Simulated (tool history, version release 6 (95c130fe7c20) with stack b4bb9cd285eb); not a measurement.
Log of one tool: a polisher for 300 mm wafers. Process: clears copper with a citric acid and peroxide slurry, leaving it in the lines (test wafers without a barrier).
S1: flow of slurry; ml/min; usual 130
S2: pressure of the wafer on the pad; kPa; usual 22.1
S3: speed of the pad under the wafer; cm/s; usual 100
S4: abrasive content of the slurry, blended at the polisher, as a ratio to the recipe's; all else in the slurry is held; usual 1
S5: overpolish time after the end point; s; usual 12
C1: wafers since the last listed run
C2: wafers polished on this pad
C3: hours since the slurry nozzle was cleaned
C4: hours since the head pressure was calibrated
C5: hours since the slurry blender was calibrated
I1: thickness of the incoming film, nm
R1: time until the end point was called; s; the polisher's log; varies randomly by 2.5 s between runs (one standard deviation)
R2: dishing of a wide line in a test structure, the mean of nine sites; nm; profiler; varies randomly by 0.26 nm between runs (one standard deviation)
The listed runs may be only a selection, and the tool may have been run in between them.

Run 1, day 0: usual settings but S2 27.6 kPa; C1 0; C2 1046; C3 516.2; C4 606.2; C5 46.8; I1 331.5. Result: R1 138.9 s, R2 19.8 nm.
At day 0.912: worn pad replaced by a new one.
At day 1.425: head pressure recalibrated.
Run 2, day 1.904: usual settings but S2 27.6 kPa; C1 178; C2 97; C3 561.9; C4 11.5; C5 92.5; I1 339.9. Result: R1 112.7 s, R2 24.5 nm.
Run 3, day 2.538: usual settings; C1 68; C2 166; C3 577.1; C4 26.7; C5 107.7; I1 336.3. Result: R1 139.7 s, R2 19.6 nm.
Run 4, day 3.142: usual settings; C1 65; C2 231; C3 591.6; C4 41.2; C5 122.2; I1 334.9. Result: R1 146.6 s, R2 18.9 nm.
Run 5, day 3.708: usual settings; C1 61; C2 292; C3 605.2; C4 54.8; C5 135.8; I1 333.3. Result: R1 142.6 s, R2 18.9 nm.
Run 6, day 4.175: usual settings; C1 50; C2 342; C3 616.4; C4 66; C5 147; I1 338.8. Result: R1 147.1 s, R2 18.9 nm.
Run 7, day 4.588: usual settings; C1 44; C2 387; C3 626.3; C4 75.9; C5 156.9; I1 334.1. Result: R1 148.6 s, R2 18.8 nm.
Run 8, day 5.246: usual settings; C1 71; C2 458; C3 642.1; C4 91.7; C5 172.7; I1 334.4. Result: R1 146.3 s, R2 18.8 nm.
Run 9, day 5.75: usual settings but S1 110 ml/min, S2 20 kPa, S4 0.85, S5 6 s; C1 54; C2 512; C3 654.2; C4 103.8; C5 184.8; I1 334.8. Result: R1 180.5 s, R2 8.2 nm.
Run 10, day 6.196: usual settings; C1 48; C2 560; C3 664.9; C4 114.5; C5 195.5; I1 335. Result: R1 155.8 s, R2 18.7 nm.
At day 6.404: slurry blender recalibrated.
Run 11, day 7.708: usual settings but S1 165 ml/min, S3 110 cm/s; C1 154; C2 714; C3 701.2; C4 150.8; C5 31.3; I1 339.4. Result: R1 140.2 s, R2 20.1 nm.
Run 12, day 8.175: usual settings but S1 100 ml/min, S3 70 cm/s, S5 9 s; C1 50; C2 765; C3 712.4; C4 162; C5 42.5; I1 337.7. Result: R1 209.6 s, R2 10.6 nm.
Run 13, day 8.542: usual settings but S1 95 ml/min, S2 17.9 kPa, S3 110 cm/s, S5 17 s; C1 39; C2 804; C3 721.2; C4 170.8; C5 51.3; I1 332.3. Result: R1 189.3 s, R2 20.3 nm.
Run 14, day 9.15: usual settings but S1 110 ml/min, S2 20 kPa, S4 0.85, S5 6 s; C1 65; C2 870; C3 735.8; C4 185.4; C5 65.9; I1 339.1. Result: R1 184.9 s, R2 7.9 nm.
At day 9.454: slurry nozzle cleaned.
Run 15, day 9.829: usual settings; C1 68; C2 939; C3 9; C4 201.7; C5 82.2; I1 330.8. Result: R1 158.7 s, R2 17.9 nm.
At day 10.079: worn pad replaced by a new one.
Run 16, day 10.092: usual settings; C1 10; C2 1; C3 15.3; C4 208; C5 88.5; I1 336.5. Result: R1 139.4 s, R2 19.6 nm.
Run 17, day 11.904: usual settings but S5 14 s; C1 195; C2 196; C3 58.8; C4 251.5; C5 132; I1 329.4. Result: R1 149.5 s, R2 21.4 nm.
Run 18, day 12.233: usual settings but S2 15.2 kPa, S3 78 cm/s, S4 1.15, S5 18 s; C1 35; C2 232; C3 66.7; C4 259.4; C5 139.9; I1 336.5. Result: R1 246.4 s, R2 17 nm.
Run 19, day 12.888: usual settings but S2 14.5 kPa, S5 16 s; C1 70; C2 303; C3 82.4; C4 275.1; C5 155.6; I1 337.1. Result: R1 230.4 s, R2 16.3 nm.
Run 20, day 13.258: usual settings but S2 17.2 kPa; C1 40; C2 343; C3 91.3; C4 284; C5 164.5; I1 334. Result: R1 190.8 s, R2 14.5 nm.
Run 21, day 13.912: usual settings but S1 160 ml/min, S2 15.9 kPa; C1 70; C2 413; C3 107; C4 299.7; C5 180.2; I1 333.1. Result: R1 204.1 s, R2 13.8 nm.
Run 22, day 14.258: usual settings; C1 37; C2 450; C3 115.3; C4 308; C5 188.5; I1 330.2. Result: R1 153.8 s, R2 17.4 nm.
Run 23, day 15.171: usual settings but S2 26.9 kPa, S3 88 cm/s, S4 0.8; C1 98; C2 549; C3 137.2; C4 329.9; C5 210.4; I1 337. Result: R1 152.9 s, R2 18.3 nm.
Run 24, day 15.862: usual settings but S2 26.9 kPa, S3 88 cm/s, S4 0.8; C1 74; C2 623; C3 153.8; C4 346.5; C5 227; I1 336.8. Result: R1 151.1 s, R2 18 nm.
At day 16.204: slurry blender recalibrated.
Run 25, day 16.225: usual settings but S1 160 ml/min, S2 18.6 kPa; C1 30; C2 654; C3 162.5; C4 355.2; C5 0.5; I1 336.7. Result: R1 179 s, R2 15.3 nm.
Run 26, day 16.546: usual settings but S1 110 ml/min, S3 78 cm/s, S4 1.15; C1 34; C2 688; C3 170.2; C4 362.9; C5 8.2; I1 331.8. Result: R1 186.9 s, R2 14.8 nm.
Run 27, day 16.842: usual settings; C1 31; C2 720; C3 177.3; C4 370; C5 15.3; I1 332.9. Result: R1 160.6 s, R2 16.9 nm.
Run 28, day 17.329: usual settings but S1 95 ml/min, S2 15.2 kPa, S5 16 s; C1 52; C2 773; C3 189; C4 381.7; C5 27; I1 331.9. Result: R1 257.5 s, R2 14.9 nm.
Run 29, day 17.617: usual settings but S3 120 cm/s, S5 10 s; C1 31; C2 804; C3 195.9; C4 388.6; C5 33.9; I1 330.6. Result: R1 141.2 s, R2 16.1 nm.

What if the next run were any one of these 3? Each begins from the tool's condition after run 29:
Run A, day 17.638: usual settings but S1 140 ml/min; C1 2; C2 806; C3 196.4; C4 389.1; C5 34.4; I1 332.7. Result: R1 ?, R2 ?.
Run B, day 17.638: usual settings but S3 90 cm/s; C1 2; C2 806; C3 196.4; C4 389.1; C5 34.4; I1 332.7. Result: R1 ?, R2 ?.
Run C, day 17.638: usual settings but S1 105 ml/min, S4 0.8; C1 2; C2 806; C3 196.4; C4 389.1; C5 34.4; I1 332.7. Result: R1 ?, R2 ?.

run     R1    R2
  A  157.9  17.4
  B  171.9  16.1
  C    178  15.5
Without the tool's unlogged condition, the same runs would have read:
run     R1    R2
  A  128.1    21
  B  139.4  19.5
  C  144.4  18.9

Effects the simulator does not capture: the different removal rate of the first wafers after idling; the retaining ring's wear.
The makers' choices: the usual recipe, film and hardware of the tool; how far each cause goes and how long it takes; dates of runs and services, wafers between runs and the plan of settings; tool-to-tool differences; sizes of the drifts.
